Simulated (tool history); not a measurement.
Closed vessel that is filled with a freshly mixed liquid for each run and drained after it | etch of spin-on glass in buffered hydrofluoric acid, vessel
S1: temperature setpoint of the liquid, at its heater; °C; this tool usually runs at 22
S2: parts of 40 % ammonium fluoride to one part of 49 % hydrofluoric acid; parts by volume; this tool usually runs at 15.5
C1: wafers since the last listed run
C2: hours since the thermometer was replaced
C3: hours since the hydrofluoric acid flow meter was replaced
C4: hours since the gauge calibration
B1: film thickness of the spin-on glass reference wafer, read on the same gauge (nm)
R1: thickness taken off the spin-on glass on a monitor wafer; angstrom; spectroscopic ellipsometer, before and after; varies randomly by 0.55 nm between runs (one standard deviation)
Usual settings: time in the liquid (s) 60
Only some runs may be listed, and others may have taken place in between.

run 1 day=0 | S1=22 S2=18.5 time_in_the_liquid_(s)=60 | C1=0 C2=44.7 C3=131.4 C4=2368.6 | B1=100.02 | R1=957.1
run 2 day=10.454 | S1=22 S2=14 time_in_the_liquid_(s)=60 | C1=36297 C2=295.6 C3=382.3 C4=2619.5 | B1=100.01 | R1=1236.4
run 3 day=14.875 | S1=22 S2=14 time_in_the_liquid_(s)=60 | C1=15349 C2=401.7 C3=488.4 C4=2725.6 | B1=100 | R1=1212.2
run 4 day=18.896 | S1=22 S2=15.5 time_in_the_liquid_(s)=80 | C1=13960 C2=498.2 C3=584.9 C4=2822.1 | B1=99.98 | R1=1440.7
-- day=22.625 hydrofluoric acid flow meter replaced
run 5 day=22.829 | S1=22 S2=15.5 time_in_the_liquid_(s)=60 | C1=13512 C2=592.6 C3=4.9 C4=2916.5 | B1=99.99 | R1=1131.8
run 6 day=26.183 | S1=22 S2=15.5 time_in_the_liquid_(s)=60 | C1=11645 C2=673.1 C3=85.4 C4=2997 | B1=99.99 | R1=1132.5
-- day=28.275 gauge calibrated
run 7 day=29.079 | S1=22 S2=15.5 time_in_the_liquid_(s)=60 | C1=10054 C2=742.6 C3=154.9 C4=19.3 | B1=100.04 | R1=1128.9
run 8 day=32.688 | S1=22 S2=15.5 time_in_the_liquid_(s)=60 | C1=12528 C2=829.2 C3=241.5 C4=105.9 | B1=100.04 | R1=1119.5
run 9 day=35.983 | S1=22 S2=15.5 time_in_the_liquid_(s)=60 | C1=11443 C2=908.3 C3=320.6 C4=185 | B1=99.97 | R1=1101.3
-- day=37.429 thermometer replaced
run 10 day=40.167 | S1=22 S2=15.5 time_in_the_liquid_(s)=60 | C1=14380 C2=65.7 C3=421 C4=285.4 | B1=100.01 | R1=1120.3
run 11 day=42.929 | S1=19.5 S2=15.5 time_in_the_liquid_(s)=60 | C1=9591 C2=132 C3=487.3 C4=351.7 | B1=100 | R1=966.8
-- day=44.288 hydrofluoric acid flow meter replaced
run 12 day=46.438 | S1=22 S2=12.5 time_in_the_liquid_(s)=60 | C1=12036 C2=216.2 C3=51.6 C4=435.9 | B1=100 | R1=1413.1
run 13 day=50.429 | S1=22 S2=15.5 time_in_the_liquid_(s)=60 | C1=13859 C2=312 C3=147.4 C4=531.7 | B1=100 | R1=1137
run 14 day=52.229 | S1=18 S2=15.5 time_in_the_liquid_(s)=60 | C1=6249 C2=355.2 C3=190.6 C4=574.9 | B1=100.01 | R1=904.1
run 15 day=56.5 | S1=24 S2=15.5 time_in_the_liquid_(s)=60 | C1=14828 C2=457.7 C3=293.1 C4=677.4 | B1=100.02 | R1=1261
run 16 day=58.154 | S1=22 S2=15.5 time_in_the_liquid_(s)=60 | C1=5743 C2=497.4 C3=332.8 C4=717.1 | B1=100.01 | R1=1119.9
run 17 day=60.433 | S1=19.5 S2=15.5 time_in_the_liquid_(s)=85 | C1=7913 C2=552.1 C3=387.5 C4=771.8 | B1=99.99 | R1=1361
run 18 day=61.975 | S1=22 S2=15.5 time_in_the_liquid_(s)=60 | C1=5352 C2=589.1 C3=424.5 C4=808.8 | B1=100.03 | R1=1104.1
run 19 day=64.521 | S1=17.5 S2=12.5 time_in_the_liquid_(s)=85 | C1=8839 C2=650.2 C3=485.6 C4=869.9 | B1=100 | R1=1495.4
run 20 day=66.662 | S1=26.5 S2=15.5 time_in_the_liquid_(s)=45 | C1=7435 C2=701.6 C3=537 C4=921.3 | B1=100 | R1=1051.6
-- day=70.017 hydrofluoric acid flow meter replaced
run 21 day=70.3 | S1=22 S2=15.5 time_in_the_liquid_(s)=30 | C1=12484 C2=788.9 C3=6.8 C4=1008.6 | B1=99.98 | R1=575.4
run 22 day=71.9 | S1=20 S2=20.5 time_in_the_liquid_(s)=40 | C1=5555 C2=827.3 C3=45.2 C4=1047 | B1=99.97 | R1=516.6
run 23 day=74.508 | S1=22 S2=15.5 time_in_the_liquid_(s)=60 | C1=9056 C2=889.9 C3=107.8 C4=1109.6 | B1=99.98 | R1=1130
run 24 day=77.1 | S1=22 S2=13.5 time_in_the_liquid_(s)=50 | C1=8998 C2=952.1 C3=170 C4=1171.8 | B1=100 | R1=1074.1
run 25 day=79.842 | S1=26.5 S2=21.5 time_in_the_liquid_(s)=40 | C1=9519 C2=1017.9 C3=235.8 C4=1237.6 | B1=100.02 | R1=709.8
run 26 day=82.088 | S1=22 S2=15.5 time_in_the_liquid_(s)=60 | C1=7797 C2=1071.8 C3=289.7 C4=1291.5 | B1=99.99 | R1=1115.7
-- day=82.817 thermometer replaced
run 27 day=84.346 | S1=18 S2=21 time_in_the_liquid_(s)=50 | C1=7696 C2=36.7 C3=343.9 C4=1345.7 | B1=99.97 | R1=572.9
run 28 day=88.462 | S1=27 S2=15.5 time_in_the_liquid_(s)=60 | C1=14293 C2=135.5 C3=442.7 C4=1444.5 | B1=100.02 | R1=1461.6
run 29 day=92.8 | S1=22 S2=15.5 time_in_the_liquid_(s)=60 | C1=15060 C2=239.6 C3=546.8 C4=1548.6 | B1=99.97 | R1=1104.1
run 30 day=95.317 | S1=22 S2=15.5 time_in_the_liquid_(s)=60 | C1=8738 C2=300 C3=607.2 C4=1609 | B1=99.99 | R1=1101.5
-- day=97.888 hydrofluoric acid flow meter replaced
run 31 day=98.033 | S1=25 S2=20 time_in_the_liquid_(s)=90 | C1=9287 C2=365.2 C3=3.5 C4=1674.2 | B1=99.96 | R1=1569
run 32 day=102.408 | S1=27 S2=15.5 time_in_the_liquid_(s)=60 | C1=15190 C2=470.2 C3=108.5 C4=1779.2 | B1=100.02 | R1=1501.3

Here are 5 independent what-if runs from the current tool condition. What would each one return?
run A day=102.438 | S1=25.5 S2=15.5 time_in_the_liquid_(s)=60 | C1=101 C2=470.9 C3=109.2 C4=1779.9 | B1=? | R1=?
run B day=102.438 | S1=26.5 S2=10.5 time_in_the_liquid_(s)=50 | C1=101 C2=470.9 C3=109.2 C4=1779.9 | B1=? | R1=?
run C day=102.438 | S1=25 S2=15.5 time_in_the_liquid_(s)=45 | C1=101 C2=470.9 C3=109.2 C4=1779.9 | B1=? | R1=?
run D day=102.438 | S1=25.5 S2=20 time_in_the_liquid_(s)=50 | C1=101 C2=470.9 C3=109.2 C4=1779.9 | B1=? | R1=?
run E day=102.438 | S1=22 S2=20.5 time_in_the_liquid_(s)=45 | C1=101 C2=470.9 C3=109.2 C4=1779.9 | B1=? | R1=?

run=A B1=100 R1=1380.4
run=B B1=100 R1=1777.2
run=C B1=100 R1=1007.6
run=D B1=100 R1=898
run=E B1=100 R1=655.7
Without the tool's hidden state the same runs would have given:
run=A R1=1408.9
run=B R1=1813.6
run=C R1=1028.4
run=D R1=913.5
run=E R1=667.1

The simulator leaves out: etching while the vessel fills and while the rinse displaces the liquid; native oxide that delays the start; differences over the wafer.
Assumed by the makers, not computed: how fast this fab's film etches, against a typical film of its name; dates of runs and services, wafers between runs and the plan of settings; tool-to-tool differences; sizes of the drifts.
